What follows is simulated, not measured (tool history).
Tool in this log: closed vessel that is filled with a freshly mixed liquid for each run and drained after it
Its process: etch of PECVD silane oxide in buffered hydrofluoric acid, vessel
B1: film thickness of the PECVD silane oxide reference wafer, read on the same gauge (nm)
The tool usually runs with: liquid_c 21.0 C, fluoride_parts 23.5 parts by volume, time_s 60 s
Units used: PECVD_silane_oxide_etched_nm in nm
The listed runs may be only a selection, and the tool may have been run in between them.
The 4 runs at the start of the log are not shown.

Run 5, hour 192.6: usual settings; B1 80.01. Result: PECVD_silane_oxide_etched_nm 57.90 nm.
Run 6, hour 242.4: usual settings but time_s 35 s; B1 79.99. Result: PECVD_silane_oxide_etched_nm 33.67 nm.
Run 7, hour 306.4: usual settings but time_s 35 s; B1 80.00. Result: PECVD_silane_oxide_etched_nm 33.31 nm.
Run 8, hour 364.0: usual settings but time_s 70 s; B1 79.99. Result: PECVD_silane_oxide_etched_nm 66.45 nm.
Run 9, hour 439.1: usual settings; B1 79.99. Result: PECVD_silane_oxide_etched_nm 57.53 nm.
Run 10, hour 503.3: usual settings; B1 79.98. Result: PECVD_silane_oxide_etched_nm 57.48 nm.
Run 11, hour 544.0: usual settings but liquid_c 19.5 C; B1 80.01. Result: PECVD_silane_oxide_etched_nm 52.03 nm.
At hour 551.4: hydrofluoric acid flow meter replaced.
Run 12, hour 596.9: usual settings; B1 80.00. Result: PECVD_silane_oxide_etched_nm 57.39 nm.
At hour 622.4: gauge calibrated.
Run 13, hour 662.6: usual settings; B1 80.02. Result: PECVD_silane_oxide_etched_nm 57.20 nm.
Run 14, hour 715.1: usual settings; B1 79.96. Result: PECVD_silane_oxide_etched_nm 56.86 nm.
Run 15, hour 765.7: usual settings but liquid_c 25.0 C, time_s 85 s; B1 80.00. Result: PECVD_silane_oxide_etched_nm 101.97 nm.
Run 16, hour 825.9: usual settings but liquid_c 25.0 C, time_s 85 s; B1 80.01. Result: PECVD_silane_oxide_etched_nm 101.43 nm.
Run 17, hour 969.8: usual settings but liquid_c 17.0 C, fluoride_parts 17.5 parts by volume, time_s 40 s; B1 80.01. Result: PECVD_silane_oxide_etched_nm 39.18 nm.
At hour 982.3: thermometer replaced.
Run 18, hour 1024.5: usual settings but liquid_c 25.5 C, fluoride_parts 14.5 parts by volume, time_s 50 s; B1 80.04. Result: PECVD_silane_oxide_etched_nm 93.95 nm.
Run 19, hour 1057.8: usual settings; B1 79.97. Result: PECVD_silane_oxide_etched_nm 57.00 nm.
At hour 1125.0: hydrofluoric acid flow meter replaced.
Run 20, hour 1125.5: usual settings but liquid_c 19.0 C, fluoride_parts 30.0 parts by volume, time_s 30 s; B1 79.98. Result: PECVD_silane_oxide_etched_nm 21.61 nm.
Run 21, hour 1161.0: usual settings but liquid_c 17.5 C; B1 80.01. Result: PECVD_silane_oxide_etched_nm 47.45 nm.
Run 22, hour 1217.0: usual settings but liquid_c 19.0 C, fluoride_parts 30.0 parts by volume, time_s 30 s; B1 79.99. Result: PECVD_silane_oxide_etched_nm 21.63 nm.
Run 23, hour 1286.6: usual settings but liquid_c 19.5 C, fluoride_parts 26.5 parts by volume, time_s 80 s; B1 80.02. Result: PECVD_silane_oxide_etched_nm 64.58 nm.
Run 24, hour 1344.2: usual settings but liquid_c 23.5 C, fluoride_parts 16.0 parts by volume, time_s 70 s; B1 80.01. Result: PECVD_silane_oxide_etched_nm 107.73 nm.

Run 25, settings as shown, results not yet in. Your forecast:
Run 25, hour 1394.4: usual settings but liquid_c 25.0 C, time_s 50 s; B1 ?. Result: PECVD_silane_oxide_etched_nm ?.

Run 25 measured B1 80.01, PECVD_silane_oxide_etched_nm 60.03 nm.
The same run, on a tool lacking any hidden state, would have yielded PECVD_silane_oxide_etched_nm 60.03 nm.

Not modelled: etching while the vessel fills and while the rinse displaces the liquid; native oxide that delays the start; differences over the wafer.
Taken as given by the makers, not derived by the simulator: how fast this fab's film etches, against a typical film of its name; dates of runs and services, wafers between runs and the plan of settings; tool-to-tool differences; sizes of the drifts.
